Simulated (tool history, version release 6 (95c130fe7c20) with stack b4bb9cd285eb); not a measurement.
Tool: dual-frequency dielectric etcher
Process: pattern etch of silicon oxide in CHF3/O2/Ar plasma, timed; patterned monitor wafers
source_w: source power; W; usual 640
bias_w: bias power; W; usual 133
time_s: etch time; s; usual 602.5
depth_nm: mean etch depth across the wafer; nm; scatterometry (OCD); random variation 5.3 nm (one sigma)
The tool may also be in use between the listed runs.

run,hour,source_w,bias_w,time_s,wafers since the last listed run,hours since the last wet clean,hours since the last source power generator calibration,hours since the last bias power generator calibration,hours since the last upper electrode change,hours since the gauge calibration,"read-back reference wafer on the same gauge, depth_nm",depth_nm
1,0.0,640,133,602.5,0,121.6,1951.0,3879.9,5127.0,321.1,1379.6,1195.4
2,22.5,640,133,602.5,39,144.1,1973.5,3902.4,5149.5,343.6,1381.1,1191.1
3,57.3,640,133,602.5,61,178.9,2008.3,3937.2,5184.3,378.4,1381.5,1192.3
4,70.8,640,133,638.5,23,192.4,2021.8,3950.7,5197.8,391.9,1378.6,1276.0
5,94.0,640,133,638.5,41,215.6,2045.0,3973.9,5221.0,415.1,1381.3,1271.7
6,128.5,720,133,700.0,60,250.1,2079.5,4008.4,5255.5,449.6,1381.3,1508.2
7,143.6,640,133,602.5,26,265.2,2094.6,4023.5,5270.6,464.7,1379.3,1206.7
# hour 205.0: gauge calibrated
# hour 239.1: source power generator calibrated
8,248.5,640,133,602.5,178,370.1,9.4,4128.4,5375.5,43.5,1381.0,1219.6
9,277.7,640,133,602.5,51,399.3,38.6,4157.6,5404.7,72.7,1380.3,1222.9
10,290.1,640,133,602.5,21,411.7,51.0,4170.0,5417.1,85.1,1379.9,1220.7
11,308.7,640,133,602.5,32,430.3,69.6,4188.6,5435.7,103.7,1379.7,1226.3
# hour 324.0: bias power generator calibrated
# hour 357.4: upper electrode replaced
12,357.9,640,133,602.5,37,479.5,118.8,33.9,0.5,152.9,1381.6,1227.8
13,358.8,720,133,455.5,1,480.4,119.7,34.8,1.4,153.8,1377.9,994.7
14,383.3,730,133,760.0,43,504.9,144.2,59.3,25.9,178.3,1382.0,1684.6
# hour 423.4: wet clean of the chamber
15,423.9,710,152,483.5,29,0.5,184.8,99.9,66.5,218.9,1378.9,1043.1
16,424.4,520,133,602.5,0,1.0,185.3,100.4,67.0,219.4,1380.5,1025.5
17,428.1,640,162,448.0,6,4.7,189.0,104.1,70.7,223.1,1379.2,933.2
18,450.8,640,133,602.5,40,27.4,211.7,126.8,93.4,245.8,1378.7,1186.3
19,471.1,640,133,602.5,35,47.7,232.0,147.1,113.7,266.1,1381.7,1178.0
20,497.6,750,107,602.5,46,74.2,258.5,173.6,140.2,292.6,1380.7,1237.2
21,512.0,640,133,602.5,25,88.6,272.9,188.0,154.6,307.0,1379.0,1184.0
22,532.5,640,133,425.0,36,109.1,293.4,208.5,175.1,327.5,1381.4,843.7

5 ways to go on from here, each from the tool as it stands after run 22. What would each give?
A,533.1,640,133,602.5,1,109.7,294.0,209.1,175.7,328.1,?,?
B,533.1,640,133,664.0,1,109.7,294.0,209.1,175.7,328.1,?,?
C,533.1,640,157,602.5,1,109.7,294.0,209.1,175.7,328.1,?,?
D,533.1,640,111,602.5,1,109.7,294.0,209.1,175.7,328.1,?,?
E,533.1,540,133,674.0,1,109.7,294.0,209.1,175.7,328.1,?,?

run,"read-back reference wafer on the same gauge, depth_nm",depth_nm
A,1380.4,1192.9
B,1380.4,1314.7
C,1380.4,1250.4
D,1380.4,1136.5
E,1380.4,1193.2
Without the tool's hidden state the same runs would have given:
run,depth_nm
A,1177.4
B,1297.6
C,1234.1
D,1121.7
E,1177.7
